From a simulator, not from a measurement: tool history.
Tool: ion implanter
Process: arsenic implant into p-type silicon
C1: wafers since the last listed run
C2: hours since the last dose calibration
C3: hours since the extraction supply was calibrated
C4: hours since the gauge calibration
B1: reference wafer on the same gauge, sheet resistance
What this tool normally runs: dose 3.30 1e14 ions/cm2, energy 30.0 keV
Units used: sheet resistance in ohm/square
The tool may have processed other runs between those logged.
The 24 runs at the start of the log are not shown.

run 25 hour=1267.2 | dose=2.90 energy=33.0 | C1=1217 C2=600.6 C3=198.8 C4=384.3 | B1=223.97 | sheet_resistance=303.35
run 26 hour=1312.1 | dose=3.30 energy=30.0 | C1=794 C2=645.5 C3=243.7 C4=429.2 | B1=223.94 | sheet_resistance=280.56
run 27 hour=1375.2 | dose=2.88 energy=39.5 | C1=1116 C2=708.6 C3=306.8 C4=492.3 | B1=224.07 | sheet_resistance=298.00
run 28 hour=1432.1 | dose=2.69 energy=34.0 | C1=1006 C2=765.5 C3=363.7 C4=549.2 | B1=223.88 | sheet_resistance=322.63
-- hour=1440.4 Faraday cup replaced and dose calibrated
run 29 hour=1493.9 | dose=4.04 energy=33.5 | C1=951 C2=53.5 C3=425.5 C4=611.0 | B1=223.99 | sheet_resistance=231.57
run 30 hour=1520.5 | dose=4.25 energy=23.0 | C1=470 C2=80.1 C3=452.1 C4=637.6 | B1=224.06 | sheet_resistance=237.18
run 31 hour=1544.9 | dose=4.15 energy=20.0 | C1=431 C2=104.5 C3=476.5 C4=662.0 | B1=224.00 | sheet_resistance=242.20
run 32 hour=1606.8 | dose=2.75 energy=22.0 | C1=1095 C2=166.4 C3=538.4 C4=723.9 | B1=224.07 | sheet_resistance=330.63
run 33 hour=1646.6 | dose=2.50 energy=35.5 | C1=704 C2=206.2 C3=578.2 C4=763.7 | B1=224.04 | sheet_resistance=328.13
run 34 hour=1691.2 | dose=3.30 energy=30.0 | C1=789 C2=250.8 C3=622.8 C4=808.3 | B1=224.20 | sheet_resistance=275.57

Forecast each of these 3 alternatives for the next run:
run A hour=1691.6 | dose=3.30 energy=30.0 | C1=7 C2=251.2 C3=623.2 C4=808.7 | B1=? | sheet_resistance=?
run B hour=1691.6 | dose=3.62 energy=37.0 | C1=7 C2=251.2 C3=623.2 C4=808.7 | B1=? | sheet_resistance=?
run C hour=1691.6 | dose=2.51 energy=36.0 | C1=7 C2=251.2 C3=623.2 C4=808.7 | B1=? | sheet_resistance=?

run=A B1=223.95 sheet_resistance=276.13
run=B B1=223.95 sheet_resistance=249.91
run=C B1=223.95 sheet_resistance=329.99
The same runs, with their run-to-run variation unchanged, on a tool lacking any hidden condition would have given:
run=A sheet_resistance=274.25
run=B sheet_resistance=248.21
run=C sheet_resistance=327.79
